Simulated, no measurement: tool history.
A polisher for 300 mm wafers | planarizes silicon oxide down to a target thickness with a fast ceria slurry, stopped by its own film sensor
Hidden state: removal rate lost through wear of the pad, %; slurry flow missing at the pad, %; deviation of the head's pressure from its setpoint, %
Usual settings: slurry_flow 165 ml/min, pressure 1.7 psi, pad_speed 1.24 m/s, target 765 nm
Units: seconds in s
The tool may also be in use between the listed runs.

run	hour	slurry_flow	pressure	pad_speed	target	wafers since the last listed run	wafers polished on this pad	hours since the slurry nozzle was cleaned	hours since the head pressure was calibrated	incoming thickness of the incoming film, nm	seconds
1	0.0	165	1.4	1.24	765	0	325	214.4	951.1	1612.6	102.1
2	22.8	165	1.4	1.24	765	251	577	237.2	973.9	1609.1	103.8
3	57.0	210	1.7	1.24	765	377	954	271.4	1008.1	1604.5	81.4
# hour 72.9: worn pad replaced by a new one, of another model than before
4	80.3	165	1.7	1.24	765	213	81	294.7	1031.4	1571.5	101.2
5	114.5	165	1.7	1.24	765	377	459	328.9	1065.6	1622.0	111.2
# hour 118.0: head pressure recalibrated
6	136.3	165	1.7	1.24	765	218	678	350.7	18.3	1574.2	103.8
# hour 167.1: slurry nozzle cleaned
7	167.6	165	1.7	1.24	765	334	1012	0.5	49.6	1598.6	79.9
# hour 176.7: worn pad replaced by a new one
8	182.6	165	1.3	1.52	666	121	65	15.5	64.6	1616.6	95.3
9	208.5	195	1.7	1.52	670	285	351	41.4	90.5	1607.8	79.1
10	230.1	150	1.7	1.58	765	238	590	63.0	112.1	1612.4	79.8
11	248.3	165	1.7	0.94	765	200	791	81.2	130.3	1600.0	100.6
# hour 267.5: worn pad replaced by a new one
12	278.5	165	1.7	0.90	846	289	121	111.4	160.5	1609.7	98.7
13	305.0	165	1.7	1.24	765	292	414	137.9	187.0	1575.0	93.3
14	322.9	165	1.1	1.24	765	197	611	155.8	204.9	1611.7	131.0

Forecast each of these 4 alternatives for the next run:
A	323.3	165	1.7	0.82	765	4	616	156.2	205.3	1614.1	?
B	323.3	150	1.7	1.24	584	4	616	156.2	205.3	1614.1	?
C	323.3	115	1.7	1.06	765	4	616	156.2	205.3	1614.1	?
D	323.3	165	1.7	1.04	1007	4	616	156.2	205.3	1614.1	?

run	seconds
A	121.7
B	131.6
C	160.7
D	78.5
Without the tool's hidden state the same runs would have given:
run	seconds
A	92.3
B	95.6
C	97.6
D	59.6
